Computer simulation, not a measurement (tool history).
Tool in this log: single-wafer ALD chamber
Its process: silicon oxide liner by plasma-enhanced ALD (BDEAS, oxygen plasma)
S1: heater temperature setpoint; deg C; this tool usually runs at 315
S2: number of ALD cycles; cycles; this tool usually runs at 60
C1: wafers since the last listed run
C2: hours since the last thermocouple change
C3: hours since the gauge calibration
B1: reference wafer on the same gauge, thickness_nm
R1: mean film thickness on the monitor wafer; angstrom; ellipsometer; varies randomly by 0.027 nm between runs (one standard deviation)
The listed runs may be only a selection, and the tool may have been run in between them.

run    hour   S1  S2    C1      C2      C3     B1     R1
  1       0  315  60     0    84.2  1277.5  4.442   53.8
  2   101.3  309  60   436   185.5  1378.8  4.441   54.1
  3     175  309  60   317   259.2  1452.5  4.437  54.26
  4   419.3  309  60  1051   503.5  1696.8  4.422  54.27
  5     475  315  60   239   559.2  1752.5  4.419  53.44
  6     583  315  60   464   667.2  1860.5  4.417  53.48
  7   689.4  315  60   458   773.6  1966.9  4.409  53.77
  8   785.4  303  57   413   869.6  2062.9  4.401  51.55
  9   874.4  303  57   383   958.6  2151.9   4.41  51.91
 10   961.9  315  60   376  1046.1  2239.4    4.4     53
 11  1049.1  315  60   375  1133.3  2326.6  4.399  53.23
     1079.3  -- gauge calibrated
 12  1095.2  315  60   198  1179.4    15.9  4.578  55.05
 13  1144.1  315  60   210  1228.3    64.8  4.561  55.03
 14  1208.1  304  60   275  1292.3   128.8  4.544  56.19
 15  1298.8  315  60   390    1383   219.5  4.527  55.08
 16  1381.8  315  60   357    1466   302.5  4.503  54.84
 17  1430.1  315  60   207  1514.3   350.8    4.5   54.4
     1503.2  -- thermocouple changed; heater temperature recalibrated
 18  1516.6  315  60   337    13.4   437.3  4.479  54.15
 19  1619.2  315  60   441     116   539.9  4.458  54.68
 20  1702.3  315  60   357   199.1     623  4.458   54.1
 21  1755.5  315  60   229   252.3   676.2  4.441  53.64
 22  1835.8  321  60   345   332.6   756.5   4.44  53.56
 23    1892  315  60   241   388.8   812.7  4.421  53.84
 24    1985  304  55   400   481.8   905.7  4.416  49.63
 25  2068.7  301  71   360   565.5   989.4  4.406  65.11
 26  2126.5  315  60   248   623.3  1047.2  4.406  53.55
 27  2186.5  306  66   258   683.3  1107.2    4.4  59.49
 28  2259.1  307  68   312   755.9  1179.8  4.393  61.21
 29  2321.4  315  56   268   818.2  1242.1  4.391  49.89
 30  2423.9  315  60   441   920.7  1344.6  4.379     53
 31  2466.1  308  60   181   962.9  1386.8  4.377  53.92
 32  2504.9  315  60   167  1001.7  1425.6  4.369  52.98
 33  2562.6  315  60   248  1059.4  1483.3  4.377  52.92
 34  2651.4  300  63   382  1148.2  1572.1  4.361  58.02
 35  2746.6  308  70   409  1243.4  1667.3  4.367  61.96
 36  2797.7  302  60   219  1294.5  1718.4  4.362  54.52
 37  2888.6  306  64   391  1385.4  1809.3  4.356  57.15
 38  2930.1  328  49   178  1426.9  1850.8  4.362  42.39
     2953.9  -- thermocouple changed; heater temperature recalibrated
 39  3007.3  323  49   297    53.4    1928  4.354  42.52
 40  3043.7  329  60   156    89.8  1964.4  4.355  52.06
 41  3109.1  321  67   281   155.2  2029.8  4.346   58.2
 42    3158  315  70   210   204.1  2078.7  4.339  61.51
 43  3213.4  315  65   238   259.5  2134.1  4.349  57.05

List, for all runs, the conditions of the tool that the log does not record:
wafer temperature above the value expected at the setpoint (K): 0 in every run
H1: gauge reads high (%)
run      H1
  1   -3.17
  2   -3.31
  3   -3.41
  4   -3.67
  5   -3.72
  6   -3.82
  7    -3.9
  8   -3.96
  9   -4.01
 10   -4.06
 11   -4.11
 12  -0.403
 13  -0.683
 14   -1.03
 15   -1.48
 16   -1.85
 17   -2.05
 18   -2.39
 19   -2.75
 20   -3.02
 21   -3.17
 22   -3.39
 23   -3.54
 24   -3.76
 25   -3.94
 26   -4.05
 27   -4.16
 28   -4.29
 29   -4.39
 30   -4.54
 31   -4.59
 32   -4.65
 33   -4.72
 34   -4.82
 35   -4.92
 36   -4.96
 37   -5.04
 38   -5.08
 39   -5.14
 40   -5.16
 41   -5.21
 42   -5.24
 43   -5.27
